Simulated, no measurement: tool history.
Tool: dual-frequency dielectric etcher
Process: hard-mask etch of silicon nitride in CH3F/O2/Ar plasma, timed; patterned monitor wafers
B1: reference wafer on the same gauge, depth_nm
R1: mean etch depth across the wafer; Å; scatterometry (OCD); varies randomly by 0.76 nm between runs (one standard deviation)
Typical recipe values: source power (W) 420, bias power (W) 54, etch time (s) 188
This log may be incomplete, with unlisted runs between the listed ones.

run 1 hour=0 | source_power_(W)=420 bias_power_(W)=54 etch_time_(s)=188 | B1=134.8 | R1=1134
run 2 hour=24.8 | source_power_(W)=420 bias_power_(W)=54 etch_time_(s)=188 | B1=135 | R1=1126
run 3 hour=86 | source_power_(W)=420 bias_power_(W)=54 etch_time_(s)=188 | B1=134.9 | R1=1121
run 4 hour=116.2 | source_power_(W)=420 bias_power_(W)=54 etch_time_(s)=168 | B1=135 | R1=1024
run 5 hour=162.4 | source_power_(W)=420 bias_power_(W)=46 etch_time_(s)=188 | B1=134.9 | R1=1079
run 6 hour=307.2 | source_power_(W)=420 bias_power_(W)=54 etch_time_(s)=212.5 | B1=135.1 | R1=1278
run 7 hour=345.6 | source_power_(W)=420 bias_power_(W)=54 etch_time_(s)=212.5 | B1=135 | R1=1278
-- hour=411.3 wet clean of the chamber
run 8 hour=411.8 | source_power_(W)=420 bias_power_(W)=54 etch_time_(s)=188 | B1=134.9 | R1=1147
run 9 hour=433.6 | source_power_(W)=420 bias_power_(W)=54 etch_time_(s)=188 | B1=135.1 | R1=1138
-- hour=457 gauge calibrated
run 10 hour=470.1 | source_power_(W)=420 bias_power_(W)=54 etch_time_(s)=188 | B1=135 | R1=1142
run 11 hour=533.5 | source_power_(W)=450 bias_power_(W)=54 etch_time_(s)=199.5 | B1=135 | R1=1242
run 12 hour=593.9 | source_power_(W)=470 bias_power_(W)=66 etch_time_(s)=148 | B1=135 | R1=1006

Run 13 has not been measured yet. What should we expect?
-- hour=629.9 bias power generator calibrated
-- hour=748.5 upper electrode replaced
run 13 hour=776.5 | source_power_(W)=380 bias_power_(W)=54 etch_time_(s)=155.5 | B1=? | R1=?

{"run 13": {"B1": 135.1, "R1": 900}}
Take away the tool's hidden state, keep the run-to-run variation as it was, and the same run would have given R1 900 Å.

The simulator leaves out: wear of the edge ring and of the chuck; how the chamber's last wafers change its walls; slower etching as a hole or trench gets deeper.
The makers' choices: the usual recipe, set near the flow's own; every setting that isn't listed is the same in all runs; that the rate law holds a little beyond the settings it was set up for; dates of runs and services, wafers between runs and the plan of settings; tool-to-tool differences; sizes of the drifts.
